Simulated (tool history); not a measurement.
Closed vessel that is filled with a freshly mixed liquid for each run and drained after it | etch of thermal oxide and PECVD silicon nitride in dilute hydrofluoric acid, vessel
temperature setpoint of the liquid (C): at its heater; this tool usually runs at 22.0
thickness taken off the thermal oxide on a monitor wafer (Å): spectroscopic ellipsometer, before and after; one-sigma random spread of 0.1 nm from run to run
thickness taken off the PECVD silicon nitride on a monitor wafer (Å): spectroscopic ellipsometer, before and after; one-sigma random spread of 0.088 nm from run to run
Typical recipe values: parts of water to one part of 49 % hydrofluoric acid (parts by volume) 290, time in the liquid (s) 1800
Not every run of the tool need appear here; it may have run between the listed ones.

run   hour  temperature setpoint of the liquid (C)  parts of water to one part of 49 % hydrofluoric acid (parts by volume)  time in the liquid (s)  wafers since the last listed run  hours since the thermometer was replaced  hours since the hydrofluoric acid flow meter was replaced  hours since the gauge calibration  read-back film thickness of the thermal oxide reference wafer, read on the same gauge (nm)  read-back film thickness of the PECVD silicon nitride reference wafer, read on the same gauge (nm)  thickness taken off the thermal oxide on a monitor wafer (Å)  thickness taken off the PECVD silicon nitride on a monitor wafer (Å)
  1    0.0                                    22.0                                                                     290                    1345                                 0                                     772.0                                                      903.6                              550.4                                                                                       70.03                                                                                              130.03                                                         142.7                                                                  64.2
  2   62.4                                    22.0                                                                     290                    1430                              2804                                     834.4                                                      966.0                              612.8                                                                                       70.02                                                                                              129.98                                                         150.0                                                                  65.2
  3  128.6                                    22.0                                                                     290                    1800                              2975                                     900.6                                                     1032.2                              679.0                                                                                       69.99                                                                                              130.01                                                         188.6                                                                  82.9
  4  169.6                                    21.0                                                                     290                    1800                              1842                                     941.6                                                     1073.2                              720.0                                                                                       70.01                                                                                              129.99                                                         180.5                                                                  78.4
  5  207.2                                    21.0                                                                     290                    1800                              1689                                     979.2                                                     1110.8                              757.6                                                                                       69.98                                                                                              130.01                                                         181.1                                                                  76.8
  6  237.0                                    22.0                                                                     290                    1800                              1339                                    1009.0                                                     1140.6                              787.4                                                                                       69.98                                                                                              129.99                                                         186.3                                                                  83.1
  7  279.1                                    22.0                                                                     290                    1800                              1892                                    1051.1                                                     1182.7                              829.5                                                                                       70.00                                                                                              130.01                                                         185.4                                                                  80.6
  8  330.3                                    22.0                                                                     290                    1800                              2300                                    1102.3                                                     1233.9                              880.7                                                                                       70.02                                                                                              130.02                                                         183.8                                                                  79.6
  9  372.7                                    20.0                                                                     330                    2460                              1905                                    1144.7                                                     1276.3                              923.1                                                                                       70.00                                                                                              129.99                                                         196.1                                                                  85.2
     379.3  -- hydrofluoric acid flow meter replaced
     419.3  -- thermometer replaced
     501.5  -- gauge calibrated
 10  524.0                                    22.0                                                                     290                    1800                              6709                                     104.7                                                      144.7                               22.5                                                                                       69.97                                                                                              129.98                                                         211.7                                                                  94.6
 11  572.9                                    22.0                                                                     360                    1035                              2197                                     153.6                                                      193.6                               71.4                                                                                       69.96                                                                                              130.00                                                          90.7                                                                  43.3
 12  635.3                                    24.5                                                                     365                    1800                              2804                                     216.0                                                      256.0                              133.8                                                                                       69.98                                                                                              130.03                                                         168.8                                                                  87.2

Run 13 has not been measured yet. What should we expect?
 13  662.4                                    22.0                                                                     290                    2850                              1217                                     243.1                                                      283.1                              160.9                                                                                           ?                                                                                                   ?                                                             ?                                                                     ?

{"run 13": {"read-back film thickness of the thermal oxide reference wafer, read on the same gauge (nm)": 69.99, "read-back film thickness of the PECVD silicon nitride reference wafer, read on the same gauge (nm)": 129.99, "thickness taken off the thermal oxide on a monitor wafer (Å)": 329.4, "thickness taken off the PECVD silicon nitride on a monitor wafer (Å)": 144.6}}
The same run, on a tool lacking any hidden state, would have yielded thickness taken off the thermal oxide on a monitor wafer (Å) 341.4, thickness taken off the PECVD silicon nitride on a monitor wafer (Å) 150.9.

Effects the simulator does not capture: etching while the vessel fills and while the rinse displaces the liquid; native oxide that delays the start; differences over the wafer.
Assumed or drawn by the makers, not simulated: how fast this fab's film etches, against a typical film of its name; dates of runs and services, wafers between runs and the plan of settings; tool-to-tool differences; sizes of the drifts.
